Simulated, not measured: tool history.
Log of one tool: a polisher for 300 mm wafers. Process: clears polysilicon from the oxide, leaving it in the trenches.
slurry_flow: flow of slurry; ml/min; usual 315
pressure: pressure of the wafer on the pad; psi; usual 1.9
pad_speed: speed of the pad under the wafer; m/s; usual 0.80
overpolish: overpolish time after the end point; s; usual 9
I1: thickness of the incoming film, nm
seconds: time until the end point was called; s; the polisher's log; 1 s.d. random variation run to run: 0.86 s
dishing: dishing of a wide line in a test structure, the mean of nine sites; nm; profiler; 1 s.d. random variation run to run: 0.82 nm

{"run": 1, "day": 0.0, "slurry_flow": 315, "pressure": 1.9, "pad_speed": 0.8, "overpolish": 9, "I1": 614.1, "seconds": 91.3, "dishing": 36.8}
{"day": 0.004, "done": "worn pad replaced by a new one"}
{"run": 2, "day": 1.262, "slurry_flow": 315, "pressure": 1.9, "pad_speed": 0.8, "overpolish": 9, "I1": 616.7, "seconds": 92.4, "dishing": 37.2}
{"run": 3, "day": 1.817, "slurry_flow": 315, "pressure": 1.9, "pad_speed": 0.8, "overpolish": 9, "I1": 610.5, "seconds": 92.2, "dishing": 37.6}
{"day": 1.871, "done": "slurry nozzle cleaned"}
{"day": 2.433, "done": "head pressure recalibrated"}
{"run": 4, "day": 3.204, "slurry_flow": 315, "pressure": 1.9, "pad_speed": 0.8, "overpolish": 9, "I1": 615.3, "seconds": 93.1, "dishing": 37.2}
{"run": 5, "day": 5.142, "slurry_flow": 315, "pressure": 1.4, "pad_speed": 0.8, "overpolish": 9, "I1": 604.4, "seconds": 122.9, "dishing": 32.7}
{"day": 5.967, "done": "worn pad replaced by a new one"}
{"run": 6, "day": 6.154, "slurry_flow": 315, "pressure": 1.9, "pad_speed": 0.8, "overpolish": 9, "I1": 611.9, "seconds": 91.0, "dishing": 38.6}
{"run": 7, "day": 7.375, "slurry_flow": 315, "pressure": 1.9, "pad_speed": 0.8, "overpolish": 9, "I1": 610.1, "seconds": 91.1, "dishing": 38.9}
{"run": 8, "day": 8.458, "slurry_flow": 315, "pressure": 1.9, "pad_speed": 0.8, "overpolish": 13, "I1": 605.2, "seconds": 91.0, "dishing": 43.4}
{"run": 9, "day": 9.608, "slurry_flow": 315, "pressure": 1.9, "pad_speed": 0.8, "overpolish": 13, "I1": 609.3, "seconds": 93.2, "dishing": 43.6}
{"run": 10, "day": 10.612, "slurry_flow": 315, "pressure": 1.9, "pad_speed": 0.8, "overpolish": 13, "I1": 614.0, "seconds": 92.6, "dishing": 44.3}
{"run": 11, "day": 11.717, "slurry_flow": 315, "pressure": 1.9, "pad_speed": 0.8, "overpolish": 9, "I1": 601.7, "seconds": 91.3, "dishing": 38.2}
{"run": 12, "day": 12.3, "slurry_flow": 315, "pressure": 1.9, "pad_speed": 0.8, "overpolish": 9, "I1": 611.3, "seconds": 93.0, "dishing": 37.7}
{"run": 13, "day": 12.921, "slurry_flow": 315, "pressure": 1.9, "pad_speed": 0.8, "overpolish": 9, "I1": 605.6, "seconds": 91.0, "dishing": 37.1}
{"day": 13.688, "done": "worn pad replaced by a new one"}
{"run": 14, "day": 13.883, "slurry_flow": 315, "pressure": 1.9, "pad_speed": 0.8, "overpolish": 9, "I1": 607.5, "seconds": 91.1, "dishing": 38.2}
{"run": 15, "day": 14.958, "slurry_flow": 315, "pressure": 1.9, "pad_speed": 0.8, "overpolish": 9, "I1": 598.2, "seconds": 89.4, "dishing": 38.1}
{"run": 16, "day": 15.508, "slurry_flow": 315, "pressure": 1.9, "pad_speed": 0.8, "overpolish": 12, "I1": 619.1, "seconds": 94.8, "dishing": 43.8}
{"run": 17, "day": 16.621, "slurry_flow": 315, "pressure": 1.7, "pad_speed": 0.8, "overpolish": 14, "I1": 604.7, "seconds": 100.3, "dishing": 43.7}
{"day": 16.875, "done": "head pressure recalibrated"}
{"run": 18, "day": 17.917, "slurry_flow": 315, "pressure": 1.3, "pad_speed": 1.0, "overpolish": 9, "I1": 605.3, "seconds": 114.5, "dishing": 31.4}
{"day": 19.154, "done": "slurry nozzle cleaned"}
{"run": 19, "day": 19.175, "slurry_flow": 315, "pressure": 1.9, "pad_speed": 0.56, "overpolish": 9, "I1": 610.5, "seconds": 114.6, "dishing": 33.6}
{"day": 20.338, "done": "worn pad replaced by a new one"}
{"run": 20, "day": 20.508, "slurry_flow": 315, "pressure": 1.9, "pad_speed": 0.8, "overpolish": 12, "I1": 605.3, "seconds": 92.4, "dishing": 42.0}
{"run": 21, "day": 21.8, "slurry_flow": 230, "pressure": 1.9, "pad_speed": 0.6, "overpolish": 11, "I1": 606.8, "seconds": 111.6, "dishing": 36.4}
{"run": 22, "day": 23.217, "slurry_flow": 315, "pressure": 1.9, "pad_speed": 0.96, "overpolish": 9, "I1": 615.2, "seconds": 84.5, "dishing": 39.6}
{"run": 23, "day": 24.062, "slurry_flow": 210, "pressure": 1.9, "pad_speed": 0.88, "overpolish": 14, "I1": 596.1, "seconds": 88.1, "dishing": 43.4}
{"run": 24, "day": 24.942, "slurry_flow": 315, "pressure": 1.2, "pad_speed": 0.8, "overpolish": 12, "I1": 609.7, "seconds": 147.9, "dishing": 34.2}
{"run": 25, "day": 26.367, "slurry_flow": 315, "pressure": 1.9, "pad_speed": 0.8, "overpolish": 9, "I1": 604.0, "seconds": 92.2, "dishing": 38.3}
{"day": 27.058, "done": "worn pad replaced by a new one"}
{"run": 26, "day": 27.075, "slurry_flow": 315, "pressure": 1.4, "pad_speed": 0.8, "overpolish": 9, "I1": 619.7, "seconds": 126.6, "dishing": 31.0}
{"run": 27, "day": 28.512, "slurry_flow": 395, "pressure": 1.9, "pad_speed": 0.6, "overpolish": 13, "I1": 605.6, "seconds": 106.6, "dishing": 40.8}

Alternative continuations, all from the tool just after run 27; predict every row:
{"run": "A", "day": 28.533, "slurry_flow": 315, "pressure": 1.9, "pad_speed": 0.8, "overpolish": 9, "I1": 607.2, "seconds": "?", "dishing": "?"}
{"run": "B", "day": 28.533, "slurry_flow": 230, "pressure": 1.9, "pad_speed": 0.8, "overpolish": 12, "I1": 607.2, "seconds": "?", "dishing": "?"}
{"run": "C", "day": 28.533, "slurry_flow": 220, "pressure": 1.9, "pad_speed": 1.0, "overpolish": 9, "I1": 607.2, "seconds": "?", "dishing": "?"}

run=A seconds=91.2 dishing=38.5
run=B seconds=94.5 dishing=42.9
run=C seconds=82.6 dishing=40.3
Take away the tool's hidden state, keep each run's random variation, and the runs would have read:
run=A seconds=91.2 dishing=38.5
run=B seconds=94.5 dishing=42.9
run=C seconds=82.6 dishing=40.3
